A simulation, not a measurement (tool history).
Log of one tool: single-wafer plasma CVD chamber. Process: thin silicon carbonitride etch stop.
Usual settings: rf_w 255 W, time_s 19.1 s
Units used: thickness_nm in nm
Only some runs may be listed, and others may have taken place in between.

run	hour	rf_w	time_s	wafers since the last listed run	hours since the last thermocouple change	hours since the last RF generator calibration	hours since the showerhead was replaced	hours since the gauge calibration	read-back reference wafer on the same gauge, thickness_nm	thickness_nm
1	0	255	19.1	0	1511.3	853.5	7541	17.9	9.301	10.684
2	17.3	255	19.1	409	1528.6	870.8	7558.3	35.2	9.302	10.721
3	32.1	255	19.1	349	1543.4	885.6	7573.1	50	9.295	10.755
4	49.4	255	19.1	409	1560.7	902.9	7590.4	67.3	9.295	10.697
5	61.5	255	19.1	286	1572.8	915	7602.5	79.4	9.304	10.753
6	76	255	19.1	342	1587.3	929.5	7617	93.9	9.312	10.683
7	90.8	255	19.1	349	1602.1	944.3	7631.8	108.7	9.308	10.687
# hour 102.4: thermocouple changed; heater temperature recalibrated
8	105.9	255	19.1	167	3.5	959.4	7646.9	123.8	9.299	10.687
9	112.1	290	17.8	146	9.7	965.6	7653.1	130	9.292	10.358
10	122.1	290	17.8	236	19.7	975.6	7663.1	140	9.295	10.393
11	139.2	255	19.1	404	36.8	992.7	7680.2	157.1	9.302	10.723
12	157.1	255	19.1	423	54.7	1010.6	7698.1	175	9.296	10.681
# hour 173.7: gauge calibrated
# hour 177.6: RF generator calibrated
13	178.1	255	19.1	307	75.7	0.5	7719.1	4.4	9.293	10.616
14	178.9	280	19.1	18	76.5	1.3	7719.9	5.2	9.303	11.023
15	187.1	275	22.8	193	84.7	9.5	7728.1	13.4	9.303	13.103
16	193.8	305	17.2	158	91.4	16.2	7734.8	20.1	9.299	10.185
17	202.2	205	22.2	198	99.8	24.6	7743.2	28.5	9.31	11.544
# hour 219.2: showerhead replaced
18	219.7	235	19.1	224	117.3	42.1	0.5	46	9.309	10.458
19	223.6	255	19.1	92	121.2	46	4.4	49.9	9.289	10.633
20	234	255	19.1	245	131.6	56.4	14.8	60.3	9.307	10.713
21	241.5	235	21.3	177	139.1	63.9	22.3	67.8	9.293	11.679
22	252	290	17	248	149.6	74.4	32.8	78.3	9.31	9.913
23	266.5	255	19.1	342	164.1	88.9	47.3	92.8	9.307	10.729
24	275.1	275	20.4	203	172.7	97.5	55.9	101.4	9.302	11.687
25	289.4	255	19.1	338	187	111.8	70.2	115.7	9.3	10.683

Each row is a separate what-if for the run after 25, all from the same tool condition, not one after another. Results?
A	289.8	255	19.1	9	187.4	112.2	70.6	116.1	?	?
B	289.8	280	18.1	9	187.4	112.2	70.6	116.1	?	?
C	289.8	230	16	9	187.4	112.2	70.6	116.1	?	?
D	289.8	255	15.6	9	187.4	112.2	70.6	116.1	?	?
E	289.8	255	17	9	187.4	112.2	70.6	116.1	?	?

run	read-back reference wafer on the same gauge, thickness_nm	thickness_nm
A	9.295	10.691
B	9.295	10.425
C	9.295	8.678
D	9.295	8.732
E	9.295	9.516
Had the tool no hidden state, the same runs would have come out as:
run	thickness_nm
A	10.691
B	10.425
C	8.678
D	8.732
E	9.516
